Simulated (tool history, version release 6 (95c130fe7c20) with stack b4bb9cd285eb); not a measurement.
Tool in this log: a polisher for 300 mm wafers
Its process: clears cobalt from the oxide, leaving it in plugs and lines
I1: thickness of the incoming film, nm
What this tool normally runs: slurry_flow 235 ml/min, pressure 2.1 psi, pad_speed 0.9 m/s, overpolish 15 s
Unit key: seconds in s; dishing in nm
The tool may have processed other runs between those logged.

run 1 hour=0 | slurry_flow=235 pressure=2.1 pad_speed=0.9 overpolish=15 | I1=168.9 | seconds=42 dishing=41.8
run 2 hour=6.9 | slurry_flow=235 pressure=2.1 pad_speed=0.9 overpolish=15 | I1=169.1 | seconds=42.2 dishing=43.9
-- hour=13.2 worn pad replaced by a new one
run 3 hour=37 | slurry_flow=235 pressure=2.1 pad_speed=0.9 overpolish=15 | I1=167.6 | seconds=40 dishing=44.7
run 4 hour=44.7 | slurry_flow=235 pressure=2.1 pad_speed=0.9 overpolish=15 | I1=167.9 | seconds=40.6 dishing=42.1
run 5 hour=61.4 | slurry_flow=235 pressure=2.1 pad_speed=0.9 overpolish=15 | I1=170.1 | seconds=41.5 dishing=43.5
run 6 hour=72.7 | slurry_flow=235 pressure=2.1 pad_speed=0.9 overpolish=15 | I1=169.9 | seconds=42.1 dishing=43.6
run 7 hour=88 | slurry_flow=235 pressure=2.1 pad_speed=0.9 overpolish=15 | I1=172.9 | seconds=42.2 dishing=42.9
-- hour=98.8 worn pad replaced by a new one
run 8 hour=105.5 | slurry_flow=235 pressure=2.1 pad_speed=0.9 overpolish=15 | I1=172.4 | seconds=39.9 dishing=43.3
run 9 hour=114.6 | slurry_flow=205 pressure=1.5 pad_speed=0.9 overpolish=15 | I1=168.2 | seconds=56 dishing=33.5
-- hour=130.7 slurry nozzle cleaned
-- hour=142.8 head pressure recalibrated
run 10 hour=147.5 | slurry_flow=295 pressure=1.5 pad_speed=0.8 overpolish=6 | I1=173.1 | seconds=62.9 dishing=15.5
run 11 hour=160.7 | slurry_flow=235 pressure=2.7 pad_speed=0.68 overpolish=10 | I1=169.1 | seconds=38.9 dishing=34.9
run 12 hour=176.7 | slurry_flow=235 pressure=1.6 pad_speed=1.06 overpolish=22 | I1=171.6 | seconds=49.3 dishing=47.9
-- hour=194.3 worn pad replaced by a new one
run 13 hour=194.8 | slurry_flow=235 pressure=2.1 pad_speed=0.9 overpolish=15 | I1=168.2 | seconds=37.5 dishing=45.9
run 14 hour=208.4 | slurry_flow=300 pressure=2.1 pad_speed=0.9 overpolish=22 | I1=169 | seconds=37.7 dishing=53.2
run 15 hour=220.7 | slurry_flow=160 pressure=1.7 pad_speed=1.06 overpolish=18 | I1=170.3 | seconds=45.2 dishing=43.8
run 16 hour=237.3 | slurry_flow=295 pressure=2.4 pad_speed=0.76 overpolish=6 | I1=168.3 | seconds=38.8 dishing=23.1
run 17 hour=246.6 | slurry_flow=235 pressure=2.1 pad_speed=0.9 overpolish=15 | I1=167.3 | seconds=40 dishing=42.6

5 options for the next run, each taken on its own from the tool as it stands now. Forecast them:
run A hour=247 | slurry_flow=235 pressure=2.7 pad_speed=0.9 overpolish=15 | I1=167.8 | seconds=? dishing=?
run B hour=247 | slurry_flow=235 pressure=2.1 pad_speed=0.7 overpolish=12 | I1=167.8 | seconds=? dishing=?
run C hour=247 | slurry_flow=205 pressure=2.1 pad_speed=1.18 overpolish=15 | I1=167.8 | seconds=? dishing=?
run D hour=247 | slurry_flow=185 pressure=1.7 pad_speed=1.08 overpolish=10 | I1=167.8 | seconds=? dishing=?
run E hour=247 | slurry_flow=310 pressure=1.4 pad_speed=0.9 overpolish=12 | I1=167.8 | seconds=? dishing=?

run=A seconds=31.9 dishing=49.4
run=B seconds=48.6 dishing=33.4
run=C seconds=34.1 dishing=47.7
run=D seconds=45.4 dishing=30.7
run=E seconds=60.2 dishing=28.5
Had the tool no hidden state, the same runs would have come out as:
run=A seconds=29.2 dishing=51.5
run=B seconds=44.4 dishing=35.5
run=C seconds=31.2 dishing=49.9
run=D seconds=41.6 dishing=32.7
run=E seconds=55.1 dishing=30.5

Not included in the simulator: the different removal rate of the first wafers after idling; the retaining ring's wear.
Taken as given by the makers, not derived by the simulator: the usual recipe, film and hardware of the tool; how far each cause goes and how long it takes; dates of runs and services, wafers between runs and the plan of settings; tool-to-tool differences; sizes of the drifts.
